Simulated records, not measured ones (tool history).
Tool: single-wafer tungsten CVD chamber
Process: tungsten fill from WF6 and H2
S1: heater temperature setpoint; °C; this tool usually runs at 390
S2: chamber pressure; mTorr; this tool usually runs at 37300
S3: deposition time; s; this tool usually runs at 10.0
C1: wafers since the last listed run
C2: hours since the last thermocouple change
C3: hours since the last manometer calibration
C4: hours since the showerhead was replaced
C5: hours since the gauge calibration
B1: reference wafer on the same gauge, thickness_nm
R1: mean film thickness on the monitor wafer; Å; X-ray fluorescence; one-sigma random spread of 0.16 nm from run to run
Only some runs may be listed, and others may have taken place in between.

run,hour,S1,S2,S3,C1,C2,C3,C4,C5,B1,R1
1,0.0,390,37300,10.0,0,560.1,412.6,4421.9,484.5,26.913,274.26
2,54.1,390,37300,10.0,1845,614.2,466.7,4476.0,538.6,26.875,272.27
# hour 167.9: gauge calibrated
3,171.5,390,37300,10.0,4004,731.6,584.1,4593.4,3.6,26.887,271.08
4,234.2,390,37300,10.0,2138,794.3,646.8,4656.1,66.3,26.915,271.15
5,291.5,390,37300,10.0,1954,851.6,704.1,4713.4,123.6,26.894,271.14
6,335.9,390,37300,10.0,1514,896.0,748.5,4757.8,168.0,26.935,270.68
7,395.9,390,37300,10.0,2046,956.0,808.5,4817.8,228.0,26.907,269.15
8,451.5,390,33800,10.0,1896,1011.6,864.1,4873.4,283.6,26.910,254.76
9,509.6,390,33800,10.0,1981,1069.7,922.2,4931.5,341.7,26.915,251.58
10,551.2,390,37300,10.0,1419,1111.3,963.8,4973.1,383.3,26.906,268.95
11,578.4,390,37300,10.0,927,1138.5,991.0,5000.3,410.5,26.938,266.21
12,604.0,390,37300,10.0,873,1164.1,1016.6,5025.9,436.1,26.880,266.14
13,648.5,390,45400,10.0,1517,1208.6,1061.1,5070.4,480.6,26.888,296.29
# hour 689.6: gauge calibrated
14,712.2,390,31300,10.0,2172,1272.3,1124.8,5134.1,22.6,26.889,241.93
# hour 741.2: thermocouple changed; heater temperature recalibrated
15,777.9,390,41100,11.9,1968,36.7,1190.5,5199.8,88.3,26.888,365.71
16,839.1,394,31900,8.4,2087,97.9,1251.7,5261.0,149.5,26.877,238.56
# hour 870.7: capacitance manometer re-zeroed and calibrated
# hour 882.2: showerhead replaced
17,882.7,396,37300,10.6,941,141.5,12.0,0.5,193.1,26.889,333.99
18,917.3,390,33800,10.0,1180,176.1,46.6,35.1,227.7,26.906,259.87
19,1002.3,379,33500,10.0,2899,261.1,131.6,120.1,312.7,26.921,200.02
20,1067.3,390,45500,8.6,2217,326.1,196.6,185.1,377.7,26.947,264.15
21,1136.7,390,37300,10.0,2367,395.5,266.0,254.5,447.1,26.893,272.23

5 options for the next run, each taken on its own from the tool as it stands now. Forecast them:
A,1137.1,390,37300,11.7,13,395.9,266.4,254.9,447.5,?,?
B,1137.1,401,43200,11.9,13,395.9,266.4,254.9,447.5,?,?
C,1137.1,404,37300,10.0,13,395.9,266.4,254.9,447.5,?,?
D,1137.1,404,37300,10.9,13,395.9,266.4,254.9,447.5,?,?
E,1137.1,402,31200,8.9,13,395.9,266.4,254.9,447.5,?,?

run,B1,R1
A,26.860,318.37
B,26.860,444.37
C,26.860,365.72
D,26.860,398.77
E,26.860,281.78
Without the tool's hidden state the same runs would have given:
run,R1
A,323.24
B,450.22
C,370.35
D,403.81
E,285.34
